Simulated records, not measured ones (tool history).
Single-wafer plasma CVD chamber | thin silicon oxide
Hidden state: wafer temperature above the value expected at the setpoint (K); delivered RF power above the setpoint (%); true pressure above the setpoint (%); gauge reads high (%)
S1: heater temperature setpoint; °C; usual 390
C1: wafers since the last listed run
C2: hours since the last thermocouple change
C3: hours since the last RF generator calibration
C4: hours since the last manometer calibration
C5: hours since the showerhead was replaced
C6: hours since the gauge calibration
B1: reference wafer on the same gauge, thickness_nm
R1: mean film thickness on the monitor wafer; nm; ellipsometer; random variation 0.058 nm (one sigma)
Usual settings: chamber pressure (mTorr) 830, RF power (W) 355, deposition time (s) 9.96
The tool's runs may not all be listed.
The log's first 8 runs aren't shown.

At hour 710.5: thermocouple changed; heater temperature recalibrated.
Run 9, hour 839.5: usual settings; C1 6431; C2 129.0; C3 933.6; C4 1855.8; C5 389.2; C6 2023.2; B1 24.215. Result: R1 20.823 nm.
Run 10, hour 944.7: usual settings; C1 3323; C2 234.2; C3 1038.8; C4 1961.0; C5 494.4; C6 2128.4; B1 24.205. Result: R1 21.014 nm.
Run 11, hour 1028.7: usual settings; C1 2653; C2 318.2; C3 1122.8; C4 2045.0; C5 578.4; C6 2212.4; B1 24.206. Result: R1 20.986 nm.
Run 12, hour 1095.9: usual settings but S1 381 °C, chamber pressure (mTorr) 1017, deposition time (s) 9.30; C1 2122; C2 385.4; C3 1190.0; C4 2112.2; C5 645.6; C6 2279.6; B1 24.205. Result: R1 23.392 nm.
Run 13, hour 1189.2: usual settings; C1 2947; C2 478.7; C3 1283.3; C4 2205.5; C5 738.9; C6 2372.9; B1 24.194. Result: R1 20.844 nm.
At hour 1216.3: capacitance manometer re-zeroed and calibrated.
Run 14, hour 1277.4: usual settings; C1 2533; C2 566.9; C3 1371.5; C4 61.1; C5 827.1; C6 2461.1; B1 24.207. Result: R1 21.011 nm.
Run 15, hour 1326.4: usual settings but RF power (W) 410, deposition time (s) 9.08; C1 1547; C2 615.9; C3 1420.5; C4 110.1; C5 876.1; C6 2510.1; B1 24.193. Result: R1 20.312 nm.
At hour 1342.1: gauge calibrated.
Run 16, hour 1433.4: usual settings but chamber pressure (mTorr) 885; C1 3380; C2 722.9; C3 1527.5; C4 217.1; C5 983.1; C6 91.3; B1 24.206. Result: R1 22.115 nm.
Run 17, hour 1533.0: usual settings; C1 3146; C2 822.5; C3 1627.1; C4 316.7; C5 1082.7; C6 190.9; B1 24.199. Result: R1 20.876 nm.
Run 18, hour 1597.3: usual settings; C1 2031; C2 886.8; C3 1691.4; C4 381.0; C5 1147.0; C6 255.2; B1 24.210. Result: R1 20.884 nm.
At hour 1677.6: RF generator calibrated.
Run 19, hour 1678.1: usual settings but S1 386 °C, chamber pressure (mTorr) 919; C1 2299; C2 967.6; C3 0.5; C4 461.8; C5 1227.8; C6 336.0; B1 24.195. Result: R1 22.947 nm.
Run 20, hour 1782.5: usual settings but S1 398 °C, RF power (W) 375; C1 3297; C2 1072.0; C3 104.9; C4 566.2; C5 1332.2; C6 440.4; B1 24.192. Result: R1 21.298 nm.
Run 21, hour 1865.0: usual settings but chamber pressure (mTorr) 762; C1 2606; C2 1154.5; C3 187.4; C4 648.7; C5 1414.7; C6 522.9; B1 24.198. Result: R1 19.195 nm.
Run 22, hour 1950.8: usual settings; C1 2710; C2 1240.3; C3 273.2; C4 734.5; C5 1500.5; C6 608.7; B1 24.194. Result: R1 21.004 nm.
Run 23, hour 2035.2: usual settings; C1 2666; C2 1324.7; C3 357.6; C4 818.9; C5 1584.9; C6 693.1; B1 24.216. Result: R1 20.962 nm.
Run 24, hour 2130.2: usual settings but RF power (W) 425; C1 3000; C2 1419.7; C3 452.6; C4 913.9; C5 1679.9; C6 788.1; B1 24.203. Result: R1 22.624 nm.
Run 25, hour 2170.4: usual settings but S1 396 °C, chamber pressure (mTorr) 732, RF power (W) 305, deposition time (s) 9.17; C1 1269; C2 1459.9; C3 492.8; C4 954.1; C5 1720.1; C6 828.3; B1 24.205. Result: R1 15.541 nm.
Run 26, hour 2255.5: usual settings; C1 2688; C2 1545.0; C3 577.9; C4 1039.2; C5 1805.2; C6 913.4; B1 24.204. Result: R1 20.906 nm.
Run 27, hour 2308.4: usual settings but S1 383 °C, chamber pressure (mTorr) 641, RF power (W) 300; C1 1671; C2 1597.9; C3 630.8; C4 1092.1; C5 1858.1; C6 966.3; B1 24.193. Result: R1 14.409 nm.
Run 28, hour 2366.9: usual settings but S1 381 °C; C1 1847; C2 1656.4; C3 689.3; C4 1150.6; C5 1916.6; C6 1024.8; B1 24.190. Result: R1 21.076 nm.
Run 29, hour 2450.9: usual settings but S1 385 °C; C1 2653; C2 1740.4; C3 773.3; C4 1234.6; C5 2000.6; C6 1108.8; B1 24.198. Result: R1 21.007 nm.
Run 30, hour 2525.2: usual settings but chamber pressure (mTorr) 729, RF power (W) 300, deposition time (s) 8.49; C1 2347; C2 1814.7; C3 847.6; C4 1308.9; C5 2074.9; C6 1183.1; B1 24.195. Result: R1 14.252 nm.

3 ways to go on from here, each from the tool as it stands after run 30. What would each give?
Run A, hour 2525.6: usual settings; C1 12; C2 1815.1; C3 848.0; C4 1309.3; C5 2075.3; C6 1183.5; B1 ?. Result: R1 ?.
Run B, hour 2525.6: usual settings but S1 397 °C; C1 12; C2 1815.1; C3 848.0; C4 1309.3; C5 2075.3; C6 1183.5; B1 ?. Result: R1 ?.
Run C, hour 2525.6: usual settings but S1 394 °C, RF power (W) 400; C1 12; C2 1815.1; C3 848.0; C4 1309.3; C5 2075.3; C6 1183.5; B1 ?. Result: R1 ?.

run      B1      R1
  A  24.199  20.897
  B  24.199  20.788
  C  24.199  21.933
Without the tool's hidden state the same runs would have given:
run      R1
  A  20.897
  B  20.788
  C  21.933

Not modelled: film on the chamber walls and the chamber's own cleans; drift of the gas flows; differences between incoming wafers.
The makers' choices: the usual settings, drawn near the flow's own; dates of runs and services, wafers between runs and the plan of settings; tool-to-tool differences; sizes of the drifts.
